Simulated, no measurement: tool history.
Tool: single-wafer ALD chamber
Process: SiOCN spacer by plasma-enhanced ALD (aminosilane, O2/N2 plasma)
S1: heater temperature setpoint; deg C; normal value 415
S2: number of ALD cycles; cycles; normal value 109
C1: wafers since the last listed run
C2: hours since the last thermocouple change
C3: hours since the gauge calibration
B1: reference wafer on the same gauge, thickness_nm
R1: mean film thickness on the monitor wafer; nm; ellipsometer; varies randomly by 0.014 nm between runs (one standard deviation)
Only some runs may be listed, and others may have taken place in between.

run   hour   S1   S2  C1      C2     C3     B1     R1
  1      0  405  109   0  1639.5   72.2  4.693  5.616
  2   14.9  405  109  33  1654.4   87.1  4.689  5.607
  3     28  412  109  29  1667.5  100.2  4.687   5.48
  4   40.8  421  109  28  1680.3    113  4.693  5.296
  5   57.5  421  109  37    1697  129.7  4.694  5.329
  6   68.9  421  109  25  1708.4  141.1  4.685  5.308
      77.1  -- gauge calibrated
  7     85  422  123  36  1724.5    7.9  4.689  5.957
      94.5  -- thermocouple changed; heater temperature recalibrated
  8  101.7  406  118  19     7.2   24.6  4.691  6.054
  9  115.3  407  126  30    20.8   38.2  4.689  6.426
 10  132.6  406  127  38    38.1   55.5  4.695  6.531
 11  142.3  423  101  21    47.8   65.2  4.689    4.9
 12  152.2  415   98  22    57.7   75.1  4.692  4.878
 13  169.9  406  118  39    75.4   92.8  4.685  6.067
 14  177.3  419   97  16    82.8  100.2   4.69  4.746

How the hidden state differs across the entries between the runs, from the last listed run before each to the first after it:
From run 6 to run 7: gauge calibrated (hour 77.1)
  both runs share identical hidden conditions
From run 7 to run 8: thermocouple changed; heater temperature recalibrated (hour 94.5)
  both runs share identical hidden conditions
